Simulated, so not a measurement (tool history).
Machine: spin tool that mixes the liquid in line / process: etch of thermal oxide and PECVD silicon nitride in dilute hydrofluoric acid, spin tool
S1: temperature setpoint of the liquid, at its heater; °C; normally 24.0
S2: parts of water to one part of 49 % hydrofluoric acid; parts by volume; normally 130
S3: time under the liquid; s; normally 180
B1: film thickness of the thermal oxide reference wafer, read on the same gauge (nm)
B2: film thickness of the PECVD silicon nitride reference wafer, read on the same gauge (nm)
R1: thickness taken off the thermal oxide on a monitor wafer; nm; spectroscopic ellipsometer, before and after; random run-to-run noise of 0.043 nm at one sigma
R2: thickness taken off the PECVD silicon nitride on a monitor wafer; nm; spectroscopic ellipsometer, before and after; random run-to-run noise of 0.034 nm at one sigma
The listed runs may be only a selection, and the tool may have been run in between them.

run 1 hour=0.0 | S1=24.0 S2=130 S3=180 | B1=39.97 B2=90.01 | R1=6.70 R2=6.87
run 2 hour=34.5 | S1=24.0 S2=130 S3=155 | B1=40.02 B2=90.00 | R1=5.73 R2=5.89
run 3 hour=47.5 | S1=20.0 S2=130 S3=180 | B1=40.00 B2=89.97 | R1=5.66 R2=5.37
run 4 hour=62.2 | S1=20.0 S2=130 S3=180 | B1=40.00 B2=90.01 | R1=5.70 R2=5.38
run 5 hour=75.4 | S1=20.0 S2=130 S3=180 | B1=40.01 B2=90.03 | R1=5.67 R2=5.40
run 6 hour=88.5 | S1=24.0 S2=130 S3=180 | B1=40.00 B2=89.99 | R1=6.64 R2=6.96
run 7 hour=118.9 | S1=24.0 S2=130 S3=180 | B1=39.98 B2=90.00 | R1=6.65 R2=6.96
run 8 hour=140.2 | S1=25.5 S2=170 S3=180 | B1=40.00 B2=89.99 | R1=5.17 R2=5.92
run 9 hour=167.2 | S1=25.5 S2=170 S3=180 | B1=40.00 B2=89.98 | R1=5.09 R2=5.93
run 10 hour=186.2 | S1=20.5 S2=130 S3=180 | B1=40.02 B2=89.99 | R1=5.80 R2=5.61
run 11 hour=220.4 | S1=20.5 S2=130 S3=180 | B1=40.00 B2=89.99 | R1=5.89 R2=5.67
run 12 hour=236.9 | S1=22.5 S2=160 S3=225 | B1=40.04 B2=90.02 | R1=6.30 R2=6.56
run 13 hour=270.5 | S1=24.0 S2=130 S3=155 | B1=40.00 B2=90.02 | R1=5.82 R2=6.16
run 14 hour=288.4 | S1=28.0 S2=130 S3=180 | B1=40.01 B2=90.01 | R1=7.93 R2=9.19
-- hour=302.4 gauge calibrated
run 15 hour=318.4 | S1=19.5 S2=100 S3=180 | B1=40.03 B2=89.98 | R1=7.62 R2=6.90
-- hour=328.1 hydrofluoric acid flow meter replaced
run 16 hour=352.3 | S1=24.0 S2=130 S3=180 | B1=40.00 B2=89.99 | R1=6.77 R2=7.18
run 17 hour=377.7 | S1=26.5 S2=195 S3=225 | B1=39.99 B2=89.99 | R1=5.80 R2=7.09
-- hour=387.6 thermometer replaced
run 18 hour=394.9 | S1=24.0 S2=130 S3=145 | B1=39.99 B2=90.00 | R1=5.29 R2=5.37
run 19 hour=423.4 | S1=27.0 S2=85 S3=180 | B1=39.97 B2=90.03 | R1=11.76 R2=12.42
run 20 hour=448.2 | S1=24.0 S2=170 S3=180 | B1=39.99 B2=89.99 | R1=4.77 R2=5.17
run 21 hour=483.9 | S1=20.0 S2=160 S3=75 | B1=39.99 B2=90.00 | R1=1.84 R2=1.78
run 22 hour=515.1 | S1=24.0 S2=155 S3=255 | B1=40.00 B2=90.01 | R1=7.66 R2=8.13

Hidden state, per run?
hydrofluoric acid flow below the setpoint (%): 0, the same for each run
gauge reads high (%): 0, the same for each run
H1: liquid hotter than its thermometer reads (K)
run=1 H1=0.575
run=2 H1=0.648
run=3 H1=0.675
run=4 H1=0.706
run=5 H1=0.734
run=6 H1=0.761
run=7 H1=0.825
run=8 H1=0.87
run=9 H1=0.927
run=10 H1=0.967
run=11 H1=1.04
run=12 H1=1.07
run=13 H1=1.14
run=14 H1=1.18
run=15 H1=1.25
run=16 H1=1.32
run=17 H1=1.37
run=18 H1=0.172
run=19 H1=0.232
run=20 H1=0.284
run=21 H1=0.359
run=22 H1=0.425
